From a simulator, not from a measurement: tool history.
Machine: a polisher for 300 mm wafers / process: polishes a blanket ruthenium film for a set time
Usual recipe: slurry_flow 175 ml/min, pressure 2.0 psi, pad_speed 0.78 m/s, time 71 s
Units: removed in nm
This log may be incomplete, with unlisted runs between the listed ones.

run,hour,slurry_flow,pressure,pad_speed,time,wafers since the last listed run,wafers polished on this pad,hours since the slurry nozzle was cleaned,hours since the head pressure was calibrated,"incoming thickness of the incoming film, nm",removed
1,0.0,175,2.0,0.78,71,0,493,216.9,611.4,441.1,64.9
2,12.5,175,2.0,0.78,71,100,593,229.4,623.9,434.5,64.5
3,34.3,190,2.0,0.58,71,174,767,251.2,645.7,441.4,48.8
4,64.2,190,2.0,0.58,71,239,1007,281.1,675.6,441.4,47.9
5,76.8,190,2.0,0.58,71,100,1108,293.7,688.2,441.4,48.4
6,92.8,130,2.0,0.78,90,128,1236,309.7,704.2,438.5,74.9
7,108.2,175,2.0,0.78,71,123,1360,325.1,719.6,431.1,63.1
# hour 143.2: worn pad replaced by a new one
8,144.0,175,2.0,0.78,71,254,6,360.9,755.4,438.1,61.5
# hour 148.9: slurry nozzle cleaned
# hour 153.6: head pressure recalibrated
9,179.8,175,2.0,0.78,71,262,269,30.9,26.2,435.3,67.5
10,209.3,175,2.0,0.78,91,236,506,60.4,55.7,442.8,86.0
11,221.5,175,2.0,0.78,91,97,603,72.6,67.9,441.4,85.5
12,236.7,175,2.0,0.78,91,121,725,87.8,83.1,437.7,85.1
13,265.8,175,2.0,0.78,71,233,958,116.9,112.2,441.6,64.9
14,288.3,175,2.0,0.58,95,180,1139,139.4,134.7,442.9,65.0
15,324.1,210,1.7,1.02,78,286,1425,175.2,170.5,441.7,84.1
16,359.5,195,2.0,0.66,71,283,1709,210.6,205.9,438.0,56.8
# hour 371.5: worn pad replaced by a new one
17,378.9,195,2.0,0.66,71,123,59,230.0,225.3,433.1,54.1
18,404.9,175,2.0,0.64,62,208,267,256.0,251.3,441.1,45.6
19,436.7,175,2.0,0.78,71,254,522,287.8,283.1,446.8,61.3
20,450.8,175,2.4,0.92,52,112,635,301.9,297.2,435.5,64.5
21,470.2,175,2.5,0.60,58,155,790,321.3,316.6,444.1,47.5
22,482.5,175,2.0,0.78,71,98,889,333.6,328.9,441.8,61.6
23,508.4,235,2.0,0.78,71,207,1096,359.5,354.8,439.8,64.4
24,523.9,175,2.0,0.86,61,124,1221,375.0,370.3,439.9,58.1
25,558.4,145,2.0,0.78,71,276,1497,409.5,404.8,445.9,56.3
# hour 564.5: slurry nozzle cleaned
26,588.0,175,2.0,0.78,71,229,1726,23.5,434.4,447.2,68.0
27,602.4,175,2.0,1.00,87,115,1842,37.9,448.8,437.7,109.9
# hour 612.2: worn pad replaced by a new one
28,624.5,175,2.0,0.78,60,145,98,60.0,470.9,432.8,55.9
29,638.7,175,2.0,0.88,95,113,212,74.2,485.1,432.8,101.3
30,657.2,195,2.0,0.66,71,148,360,92.7,503.6,445.8,58.2
31,670.9,220,2.0,0.78,71,109,470,106.4,517.3,436.4,68.0
32,703.2,150,2.0,0.50,94,258,729,138.7,549.6,440.9,54.8
33,731.0,130,2.5,0.92,90,222,952,166.5,577.4,438.9,118.2
34,747.3,175,2.0,0.78,71,130,1082,182.8,593.7,441.5,64.6
35,814.8,175,2.3,0.78,71,540,1623,250.3,661.2,446.4,73.7
36,839.5,120,2.6,0.56,71,197,1821,275.0,685.9,445.0,56.0
37,853.8,175,2.0,0.78,71,114,1936,289.3,700.2,441.5,63.5

Hidden condition of the tool, last listed run before each entry between runs versus first listed run after:
After run 7, before run 8: worn pad replaced by a new one (hour 143.2)
  slurry flow missing at the pad, %: 36.8 -> 40.7
  measured value less the no-hidden-state value, removed: -5.4 -> -6.2 nm
After run 8, before run 9: slurry nozzle cleaned (hour 148.9); head pressure recalibrated (hour 153.6)
  slurry flow missing at the pad, %: 40.7 -> 9.49
  measured value less the no-hidden-state value, removed: -6.2 -> -1.1 nm
After run 16, before run 17: worn pad replaced by a new one (hour 371.5)
  slurry flow missing at the pad, %: 28.9 -> 31
  measured value less the no-hidden-state value, removed: -3.1 -> -3.3 nm
After run 25, before run 26: slurry nozzle cleaned (hour 564.5)
  slurry flow missing at the pad, %: 50.4 -> 2.67
  measured value less the no-hidden-state value, removed: -10.1 -> -0.2 nm
After run 27, before run 28: worn pad replaced by a new one (hour 612.2)
  slurry flow missing at the pad, %: 4.22 -> 6.61
  measured value less the no-hidden-state value, removed: -0.8 -> -0.6 nm

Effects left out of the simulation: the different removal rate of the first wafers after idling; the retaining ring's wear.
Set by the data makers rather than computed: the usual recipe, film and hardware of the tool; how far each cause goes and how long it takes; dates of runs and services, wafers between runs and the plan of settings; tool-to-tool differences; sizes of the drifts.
